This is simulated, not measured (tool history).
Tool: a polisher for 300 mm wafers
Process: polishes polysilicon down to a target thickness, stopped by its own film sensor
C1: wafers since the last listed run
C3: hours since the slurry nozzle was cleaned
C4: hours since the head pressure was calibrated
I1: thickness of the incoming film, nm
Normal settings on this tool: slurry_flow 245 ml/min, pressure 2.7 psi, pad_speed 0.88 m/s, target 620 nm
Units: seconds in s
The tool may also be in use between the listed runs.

{"run": 1, "day": 0.0, "slurry_flow": 245, "pressure": 2.7, "pad_speed": 0.88, "target": 620, "C1": 0, "wafers polished on this pad": 947, "C3": 315, "C4": 697.6, "I1": 1172.5, "seconds": 65.4}
{"day": 0.538, "done": "worn pad replaced by a new one"}
{"run": 2, "day": 1.212, "slurry_flow": 245, "pressure": 2.7, "pad_speed": 0.88, "target": 620, "C1": 163, "wafers polished on this pad": 105, "C3": 344.1, "C4": 726.7, "I1": 1168.7, "seconds": 65}
{"run": 3, "day": 1.688, "slurry_flow": 245, "pressure": 2.7, "pad_speed": 0.88, "target": 620, "C1": 74, "wafers polished on this pad": 179, "C3": 355.5, "C4": 738.1, "I1": 1162.5, "seconds": 64.5}
{"run": 4, "day": 2.117, "slurry_flow": 290, "pressure": 2.7, "pad_speed": 0.88, "target": 620, "C1": 66, "wafers polished on this pad": 246, "C3": 365.8, "C4": 748.4, "I1": 1164.7, "seconds": 64.3}
{"run": 5, "day": 2.458, "slurry_flow": 290, "pressure": 2.7, "pad_speed": 0.88, "target": 620, "C1": 53, "wafers polished on this pad": 299, "C3": 374, "C4": 756.6, "I1": 1163.5, "seconds": 64.1}
{"run": 6, "day": 2.846, "slurry_flow": 290, "pressure": 2.7, "pad_speed": 0.88, "target": 620, "C1": 60, "wafers polished on this pad": 359, "C3": 383.3, "C4": 765.9, "I1": 1151.7, "seconds": 61.9}
{"run": 7, "day": 3.225, "slurry_flow": 245, "pressure": 2.7, "pad_speed": 0.88, "target": 620, "C1": 59, "wafers polished on this pad": 418, "C3": 392.4, "C4": 775, "I1": 1170.4, "seconds": 66.6}
{"run": 8, "day": 3.871, "slurry_flow": 190, "pressure": 2.7, "pad_speed": 0.88, "target": 620, "C1": 100, "wafers polished on this pad": 519, "C3": 407.9, "C4": 790.5, "I1": 1170.1, "seconds": 66.4}
{"run": 9, "day": 4.562, "slurry_flow": 190, "pressure": 2.7, "pad_speed": 0.88, "target": 620, "C1": 107, "wafers polished on this pad": 627, "C3": 424.5, "C4": 807.1, "I1": 1172.2, "seconds": 68.3}
{"run": 10, "day": 5.054, "slurry_flow": 245, "pressure": 2.7, "pad_speed": 0.88, "target": 620, "C1": 76, "wafers polished on this pad": 704, "C3": 436.3, "C4": 818.9, "I1": 1185.6, "seconds": 68}
{"day": 5.325, "done": "head pressure recalibrated"}
{"run": 11, "day": 5.638, "slurry_flow": 245, "pressure": 2.7, "pad_speed": 0.88, "target": 620, "C1": 77, "wafers polished on this pad": 782, "C3": 450.3, "C4": 7.5, "I1": 1167.1, "seconds": 65.6}
{"run": 12, "day": 5.925, "slurry_flow": 215, "pressure": 2.4, "pad_speed": 0.8, "target": 731, "C1": 44, "wafers polished on this pad": 827, "C3": 457.2, "C4": 14.4, "I1": 1178.2, "seconds": 66.7}
{"day": 6.146, "done": "slurry nozzle cleaned"}
{"day": 6.533, "done": "worn pad replaced by a new one"}
{"run": 13, "day": 6.554, "slurry_flow": 245, "pressure": 3.5, "pad_speed": 1.18, "target": 620, "C1": 65, "wafers polished on this pad": 3, "C3": 9.8, "C4": 29.5, "I1": 1170.3, "seconds": 38}
{"run": 14, "day": 6.771, "slurry_flow": 290, "pressure": 2.7, "pad_speed": 0.88, "target": 620, "C1": 33, "wafers polished on this pad": 36, "C3": 15, "C4": 34.7, "I1": 1157.1, "seconds": 62.5}
{"run": 15, "day": 7.05, "slurry_flow": 245, "pressure": 2.7, "pad_speed": 0.88, "target": 620, "C1": 43, "wafers polished on this pad": 80, "C3": 21.7, "C4": 41.4, "I1": 1156.4, "seconds": 64.1}
{"run": 16, "day": 7.608, "slurry_flow": 310, "pressure": 2.7, "pad_speed": 0.58, "target": 620, "C1": 87, "wafers polished on this pad": 167, "C3": 35.1, "C4": 54.8, "I1": 1176, "seconds": 97.3}
{"run": 17, "day": 7.942, "slurry_flow": 245, "pressure": 2.7, "pad_speed": 1.1, "target": 809, "C1": 51, "wafers polished on this pad": 219, "C3": 43.1, "C4": 62.8, "I1": 1148.2, "seconds": 32.8}
{"run": 18, "day": 8.6, "slurry_flow": 175, "pressure": 1.8, "pad_speed": 0.72, "target": 714, "C1": 102, "wafers polished on this pad": 322, "C3": 58.9, "C4": 78.6, "I1": 1181.1, "seconds": 104.1}
{"run": 19, "day": 8.892, "slurry_flow": 300, "pressure": 3.6, "pad_speed": 0.88, "target": 620, "C1": 45, "wafers polished on this pad": 367, "C3": 65.9, "C4": 85.6, "I1": 1161.4, "seconds": 47.8}
{"run": 20, "day": 9.433, "slurry_flow": 205, "pressure": 2.7, "pad_speed": 0.88, "target": 689, "C1": 84, "wafers polished on this pad": 452, "C3": 78.9, "C4": 98.6, "I1": 1175, "seconds": 58.2}
{"run": 21, "day": 9.817, "slurry_flow": 245, "pressure": 2.7, "pad_speed": 1, "target": 753, "C1": 59, "wafers polished on this pad": 512, "C3": 88.1, "C4": 107.8, "I1": 1156.6, "seconds": 42.6}
{"run": 22, "day": 10.396, "slurry_flow": 245, "pressure": 2.7, "pad_speed": 0.88, "target": 620, "C1": 90, "wafers polished on this pad": 602, "C3": 102, "C4": 121.7, "I1": 1161.8, "seconds": 64.9}
{"run": 23, "day": 10.954, "slurry_flow": 205, "pressure": 2.7, "pad_speed": 0.68, "target": 516, "C1": 87, "wafers polished on this pad": 689, "C3": 115.4, "C4": 135.1, "I1": 1169.9, "seconds": 102.6}

Below are 5 alternative next runs, each starting from the tool's condition after run 23. Predict each:
{"run": "A", "day": 10.975, "slurry_flow": 245, "pressure": 2.7, "pad_speed": 0.88, "target": 733, "C1": 3, "wafers polished on this pad": 692, "C3": 115.9, "C4": 135.6, "I1": 1155.3, "seconds": "?"}
{"run": "B", "day": 10.975, "slurry_flow": 170, "pressure": 2.3, "pad_speed": 0.72, "target": 474, "C1": 3, "wafers polished on this pad": 692, "C3": 115.9, "C4": 135.6, "I1": 1155.3, "seconds": "?"}
{"run": "C", "day": 10.975, "slurry_flow": 245, "pressure": 2.7, "pad_speed": 0.64, "target": 620, "C1": 3, "wafers polished on this pad": 692, "C3": 115.9, "C4": 135.6, "I1": 1155.3, "seconds": "?"}
{"run": "D", "day": 10.975, "slurry_flow": 280, "pressure": 2.4, "pad_speed": 0.78, "target": 453, "C1": 3, "wafers polished on this pad": 692, "C3": 115.9, "C4": 135.6, "I1": 1155.3, "seconds": "?"}
{"run": "E", "day": 10.975, "slurry_flow": 265, "pressure": 3.2, "pad_speed": 0.88, "target": 620, "C1": 3, "wafers polished on this pad": 692, "C3": 115.9, "C4": 135.6, "I1": 1155.3, "seconds": "?"}

run=A seconds=50.3
run=B seconds=118.7
run=C seconds=86.9
run=D seconds=105
run=E seconds=53.5
Without the tool's unlogged condition, the same runs would have read:
run=A seconds=50.3
run=B seconds=118.7
run=C seconds=86.9
run=D seconds=105
run=E seconds=53.5

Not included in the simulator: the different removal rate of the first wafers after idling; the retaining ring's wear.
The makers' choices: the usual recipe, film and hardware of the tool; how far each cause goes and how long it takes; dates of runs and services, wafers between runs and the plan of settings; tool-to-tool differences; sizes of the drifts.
